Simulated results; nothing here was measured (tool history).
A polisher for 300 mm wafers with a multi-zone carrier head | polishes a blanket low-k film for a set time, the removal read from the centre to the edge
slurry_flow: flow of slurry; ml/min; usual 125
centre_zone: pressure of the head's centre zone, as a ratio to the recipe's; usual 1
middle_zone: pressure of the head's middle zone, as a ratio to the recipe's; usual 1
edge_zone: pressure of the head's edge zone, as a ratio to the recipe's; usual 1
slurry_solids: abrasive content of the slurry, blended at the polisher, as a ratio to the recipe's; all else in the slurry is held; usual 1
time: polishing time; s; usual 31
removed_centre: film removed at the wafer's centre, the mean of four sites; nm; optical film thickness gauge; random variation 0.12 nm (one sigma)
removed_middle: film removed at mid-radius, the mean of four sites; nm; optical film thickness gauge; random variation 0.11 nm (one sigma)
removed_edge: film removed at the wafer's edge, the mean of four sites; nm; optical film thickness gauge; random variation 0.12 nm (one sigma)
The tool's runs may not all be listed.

| run | hour | slurry_flow | centre_zone | middle_zone | edge_zone | slurry_solids | time | incoming thickness of the incoming film, nm | removed_centre | removed_middle | removed_edge |
|---|---|---|---|---|---|---|---|---|---|---|---|
| 1 | 0 | 125 | 0.92 | 1.09 | 1 | 1 | 31 | 750.8 | 12.3 | 13.6 | 12.7 |
| 2 | 77.5 | 110 | 1 | 1 | 1 | 1 | 31 | 755.6 | 12.8 | 12.2 | 12.6 |
| 3 | 122.9 | 125 | 1 | 1 | 1 | 1 | 41 | 755.7 | 17.3 | 16.2 | 16.5 |
| 4 | 222.8 | 125 | 0.92 | 1 | 0.96 | 1 | 31 | 767.6 | 12 | 12.3 | 12.1 |
| 5 | 260.8 | 95 | 1 | 1 | 1 | 1.25 | 31 | 752.8 | 13.1 | 12.6 | 13 |
| 6 | 359.3 | 125 | 1 | 1 | 1.04 | 1 | 28 | 762.5 | 11.1 | 11 | 11.2 |
|  | 389.7 | worn pad replaced by a new one |
| 7 | 436.8 | 95 | 1 | 1 | 1 | 1.1 | 31 | 764.7 | 12.9 | 12.5 | 13 |
|  | 477 | edge zone pressure recalibrated |
| 8 | 522.7 | 125 | 1 | 1 | 1 | 1 | 31 | 768.6 | 13 | 12.8 | 12.7 |
|  | 536.8 | slurry nozzle cleaned |
| 9 | 582.2 | 125 | 1.09 | 1 | 1 | 1.2 | 31 | 758.8 | 15.3 | 13.8 | 13.9 |
|  | 655.2 | centre zone pressure recalibrated |
| 10 | 674.6 | 125 | 1 | 1 | 1 | 1 | 31 | 750 | 12.4 | 12.6 | 12.8 |
| 11 | 757.9 | 125 | 1 | 1 | 1 | 1 | 31 | 752 | 12.5 | 12.3 | 12.5 |
|  | 851.8 | carrier head's membrane replaced by a new one |
| 12 | 856.7 | 125 | 1 | 1 | 1 | 1 | 31 | 763.4 | 12.5 | 12.4 | 12.6 |
| 13 | 913.5 | 100 | 1 | 0.89 | 1 | 1 | 31 | 771.8 | 11.7 | 10.6 | 12 |
|  | 952.8 | worn pad replaced by a new one |
| 14 | 970.9 | 125 | 0.93 | 1 | 0.92 | 1 | 31 | 743.2 | 12.4 | 12.7 | 12.4 |
| 15 | 1025.4 | 125 | 1 | 1 | 1 | 1 | 31 | 751 | 13 | 12.8 | 12.8 |
| 16 | 1061.8 | 125 | 1 | 1 | 1 | 1 | 31 | 774.7 | 13.1 | 12.7 | 12.7 |
| 17 | 1099.3 | 160 | 1 | 1 | 1 | 1 | 41 | 753.3 | 18.2 | 17.7 | 17.5 |
| 18 | 1145.9 | 125 | 1.08 | 1.08 | 1 | 1 | 31 | 764.9 | 13.7 | 13.6 | 12.6 |
| 19 | 1194.1 | 125 | 1 | 1 | 1 | 1 | 25 | 768.8 | 10.5 | 10.3 | 10.1 |
|  | 1265 | slurry nozzle cleaned |
| 20 | 1301.6 | 125 | 1.1 | 1 | 1 | 1 | 28 | 755.7 | 12.4 | 11.5 | 11.5 |

5 ways to go on from here, each from the tool as it stands after run 20. What would each give?
| A | 1302 | 125 | 1.1 | 1 | 1 | 1 | 31 | 759.8 | ? | ? | ? |
| B | 1302 | 150 | 1.06 | 1.06 | 1 | 1 | 31 | 759.8 | ? | ? | ? |
| C | 1302 | 145 | 1 | 1 | 1 | 1.15 | 24 | 759.8 | ? | ? | ? |
| D | 1302 | 125 | 1 | 1 | 1 | 0.85 | 39 | 759.8 | ? | ? | ? |
| E | 1302 | 125 | 0.9 | 1 | 1 | 1 | 21 | 759.8 | ? | ? | ? |

| run | removed_centre | removed_middle | removed_edge |
|---|---|---|---|
| A | 14 | 12.5 | 12.8 |
| B | 14.2 | 13.6 | 13.1 |
| C | 11.1 | 10.6 | 10.7 |
| D | 15.2 | 14.6 | 14.9 |
| E | 8.2 | 8.5 | 8.7 |
Without the tool's hidden state the same runs would have given:
| run | removed_centre | removed_middle | removed_edge |
|---|---|---|---|
| A | 13.7 | 12.7 | 13 |
| B | 13.9 | 13.9 | 13.3 |
| C | 10.9 | 10.8 | 10.9 |
| D | 14.9 | 14.9 | 15.1 |
| E | 8.1 | 8.6 | 8.8 |
